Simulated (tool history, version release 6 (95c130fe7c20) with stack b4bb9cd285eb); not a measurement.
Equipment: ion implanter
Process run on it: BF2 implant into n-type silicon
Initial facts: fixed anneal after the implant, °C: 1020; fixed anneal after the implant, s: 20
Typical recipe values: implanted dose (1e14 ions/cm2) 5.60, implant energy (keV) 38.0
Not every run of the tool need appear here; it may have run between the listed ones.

run,hour,implanted dose (1e14 ions/cm2),implant energy (keV),"read-back reference wafer on the same gauge, sheet resistance",sheet resistance of the implanted and annealed layer (ohm/square)
1,0.0,5.60,38.0,225.90,196.58
2,15.8,5.60,38.0,226.08,196.02
3,25.2,6.44,29.0,226.05,183.89
4,42.0,6.44,29.0,226.00,184.01
5,59.7,5.60,48.0,225.94,191.56
6,76.6,5.60,48.0,225.86,191.87
7,83.2,5.60,48.0,226.01,191.05
8,100.1,5.60,32.0,226.02,200.64
9,107.1,5.60,32.0,226.00,201.14
10,123.9,5.60,32.0,225.86,200.69
11,130.6,6.82,41.0,225.93,165.43
12,144.9,6.82,41.0,225.93,172.65
13,150.7,6.82,41.0,226.09,173.00
14,161.0,5.60,38.0,226.08,205.41
15,173.5,5.60,38.0,225.82,204.75
16,187.6,6.30,31.0,226.00,191.58
17,200.9,6.04,48.5,226.16,186.71
18,217.6,6.82,41.0,226.04,172.11
19,227.1,5.60,38.0,226.04,203.44
20,241.2,6.08,45.0,226.09,186.87
21,249.8,6.95,38.0,226.13,171.25
22,259.1,6.53,38.0,225.98,179.28
23,265.2,6.43,31.0,225.92,187.30
24,278.9,5.60,32.0,225.94,207.63
25,295.7,5.60,38.0,226.03,203.12
26,301.8,6.71,45.0,225.98,171.26
27,313.6,6.17,26.5,225.92,199.23

Missing from the log above: 3 entries noted between runs. For each, name the pair of listed runs it sits between and say how the tool's hidden condition differs from the listed run just before to the listed run just after:
In the gap between runs 10 and 11: gauge calibrated (hour 128.6)
  nothing in the hidden state changes from one run to the other
  measured value less the no-hidden-state value, sheet resistance of the implanted and annealed layer (ohm/square): -8.12 -> -6.75
In the gap between runs 11 and 12: Faraday cup replaced and dose calibrated (hour 144.4)
  deviation of the true dose from the Faraday cup's reading, %: 5.09 -> -0.603
  measured value less the no-hidden-state value, sheet resistance of the implanted and annealed layer (ohm/square): -6.75 -> +0.84
In the gap between runs 14 and 15: extraction supply calibrated (hour 172.4)
  deviation of the true dose from the Faraday cup's reading, %: -0.432 -> -0.304
  measured value less the no-hidden-state value, sheet resistance of the implanted and annealed layer (ohm/square): +0.74 -> +0.52
